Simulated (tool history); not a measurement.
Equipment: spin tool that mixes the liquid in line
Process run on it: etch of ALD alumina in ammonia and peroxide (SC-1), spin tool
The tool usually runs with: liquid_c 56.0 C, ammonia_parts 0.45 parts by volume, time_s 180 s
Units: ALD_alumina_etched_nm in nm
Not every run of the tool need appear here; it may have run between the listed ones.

| run | hour | liquid_c | ammonia_parts | time_s | read-back film thickness of the ALD alumina reference wafer, read on the same gauge (nm) | ALD_alumina_etched_nm |
|---|---|---|---|---|---|---|
| 1 | 0.0 | 60.5 | 0.30 | 180 | 90.00 | 13.79 |
| 2 | 53.7 | 59.0 | 0.45 | 95 | 89.99 | 7.13 |
| 3 | 146.8 | 59.0 | 0.45 | 95 | 89.97 | 6.90 |
| 4 | 197.0 | 56.0 | 0.45 | 180 | 89.98 | 11.28 |
| 5 | 287.8 | 58.0 | 0.35 | 180 | 90.04 | 12.15 |
| 6 | 391.1 | 56.0 | 0.45 | 180 | 89.97 | 11.02 |
| 7 | 464.6 | 56.0 | 0.45 | 180 | 90.00 | 11.02 |
| 8 | 505.2 | 56.0 | 0.45 | 180 | 89.97 | 11.32 |
| 9 | 584.0 | 56.0 | 0.45 | 180 | 89.97 | 11.28 |
| 10 | 667.3 | 56.0 | 0.55 | 140 | 90.02 | 9.03 |
| 11 | 739.6 | 56.0 | 0.65 | 215 | 90.04 | 13.83 |
| 12 | 789.3 | 62.0 | 0.60 | 180 | 90.00 | 15.92 |
| 13 | 885.9 | 61.0 | 0.30 | 180 | 89.99 | 14.05 |
| 14 | 941.6 | 56.0 | 0.45 | 180 | 90.05 | 11.42 |
| 15 | 1010.2 | 50.5 | 0.60 | 180 | 90.01 | 8.73 |
| 16 | 1087.3 | 53.0 | 0.45 | 180 | 89.99 | 9.62 |
| 17 | 1168.5 | 56.0 | 0.60 | 180 | 90.00 | 11.73 |
| 18 | 1262.1 | 56.0 | 0.45 | 70 | 90.00 | 4.33 |

Between the runs listed above, the log contained 8 entries, not reproduced here. Where in the sequence does each belong, and how does what the log doesn't record of the tool's condition differ from the listed run before to the listed run after?
In the gap between runs 1 and 2: gauge calibrated (hour 22.8)
  both runs share identical hidden conditions
In the gap between runs 4 and 5: new drum of ammonia solution connected (hour 287.3)
  both runs share identical hidden conditions
In the gap between runs 9 and 10: heated supply line repaired (hour 603.8)
  both runs share identical hidden conditions
In the gap between runs 10 and 11: new drum of ammonia solution connected (hour 714.5); ammonia flow meter replaced (hour 717.2)
  both runs share identical hidden conditions
In the gap between runs 14 and 15: gauge calibrated (hour 945.0); thermometer replaced (hour 1003.4)
  both runs share identical hidden conditions
In the gap between runs 15 and 16: new drum of ammonia solution connected (hour 1064.2)
  both runs share identical hidden conditions
